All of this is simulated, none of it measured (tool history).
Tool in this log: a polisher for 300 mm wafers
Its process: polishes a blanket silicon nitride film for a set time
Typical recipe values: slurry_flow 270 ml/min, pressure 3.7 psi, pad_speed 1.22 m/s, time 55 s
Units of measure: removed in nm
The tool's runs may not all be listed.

run    hour  slurry_flow  pressure  pad_speed  time  wafers since the last listed run  wafers polished on this pad  hours since the slurry nozzle was cleaned  hours since the head pressure was calibrated  incoming thickness of the incoming film, nm  removed
  1       0          240       3.7       1.12    55                                 0                         2185                                      242.8                                         359.1                                        723.9    117.3
       53.3  -- worn pad replaced by a new one
  2      70          270       3.7       1.22    55                               737                          187                                      312.8                                         429.1                                        716.9    125.5
  3   117.9          270       3.7       1.22    55                               535                          722                                      360.7                                           477                                          723    127.7
  4   173.6          270       3.7       1.22    55                               622                         1344                                      416.4                                         532.7                                        720.7    126.5
  5   204.7          270       3.7       1.22    55                               347                         1692                                      447.5                                         563.8                                        726.9      125
      274.9  -- worn pad replaced by a new one, of another model than before
  6   275.2          270       3.7       1.22    55                               743                            3                                        518                                         634.3                                        724.5      126
      303.5  -- slurry nozzle cleaned
  7     308          270       3.7       1.22    55                               355                          358                                        4.5                                         667.1                                        725.4    126.9
  8   341.1          270       3.7        1.1    55                               369                          728                                       37.6                                         700.2                                        703.9    116.8
  9   393.8          270       3.7        1.1    55                               588                         1317                                       90.3                                         752.9                                        723.7    116.2
 10   440.7          270       3.7       1.22    55                               524                         1841                                      137.2                                         799.8                                          730    121.3
 11   506.1          270       3.7       1.22    55                               730                         2572                                      202.6                                         865.2                                        724.7      118
      538.4  -- worn pad replaced by a new one
 12   538.9          270       3.7       1.22    55                               321                            5                                      235.4                                           898                                        723.7    123.9
 13   579.4          270       3.7       1.22    55                               452                          457                                      275.9                                         938.5                                        712.7    125.4
 14   610.4          270       3.7       1.22    55                               346                          804                                      306.9                                         969.5                                        721.2    127.9
 15     644          270       3.7       1.22    55                               375                         1179                                      340.5                                        1003.1                                        723.3    124.4
 16   710.3          235       2.7       1.22    55                               740                         1920                                      406.8                                        1069.4                                        719.5    100.6
 17   766.3          200       3.7       1.44    46                               625                         2546                                      462.8                                        1125.4                                        730.9    111.9
 18   797.1          300       3.7       1.22    55                               344                         2890                                      493.6                                        1156.2                                          720    116.2
      814.8  -- worn pad replaced by a new one
      849.4  -- head pressure recalibrated
 19   849.9          215       4.8       1.56    46                               522                          369                                      546.4                                           0.5                                        731.3    154.5
      852.6  -- slurry nozzle cleaned
 20   889.6          335       3.7       1.04    60                               432                          801                                         37                                          40.2                                        733.5    122.2
       1042  -- worn pad replaced by a new one
 21  1065.4          220       2.6       1.22    55                              1919                          262                                      212.8                                           216                                        718.6     99.6
 22  1099.7          270       3.7       1.22    38                               383                          645                                      247.1                                         250.3                                          718     87.7
 23  1145.2          270       3.7       1.22    55                               508                         1153                                      292.6                                         295.8                                        730.7    125.5
 24    1197          270       3.7       1.06    55                               578                         1732                                      344.4                                         347.6                                        728.6    111.4
 25  1245.3          335       3.7       1.22    73                               539                         2272                                      392.7                                         395.9                                        718.6    161.9
     1292.1  -- slurry nozzle cleaned
 26  1293.6          270       3.7       1.22    55                               528                         2800                                        1.5                                         444.2                                        718.5    119.2

What if the next run were any one of these 4? Each begins from the tool's condition after run 26:
  A  1294          270       3.7       1.22    55                                 4                         2805                                        1.9                                         444.6                                        711.3        ?
  B  1294          205       4.1          1    42                                 4                         2805                                        1.9                                         444.6                                        711.3        ?
  C  1294          180       2.8       1.58    55                                 4                         2805                                        1.9                                         444.6                                        711.3        ?
  D  1294          270       3.7       0.94    68                                 4                         2805                                        1.9                                         444.6                                        711.3        ?

run  removed
  A    119.8
  B     82.7
  C    121.2
  D    120.7
With no hidden state in the tool, these same runs would have given:
run  removed
  A    128.4
  B     88.6
  C    129.9
  D    129.3

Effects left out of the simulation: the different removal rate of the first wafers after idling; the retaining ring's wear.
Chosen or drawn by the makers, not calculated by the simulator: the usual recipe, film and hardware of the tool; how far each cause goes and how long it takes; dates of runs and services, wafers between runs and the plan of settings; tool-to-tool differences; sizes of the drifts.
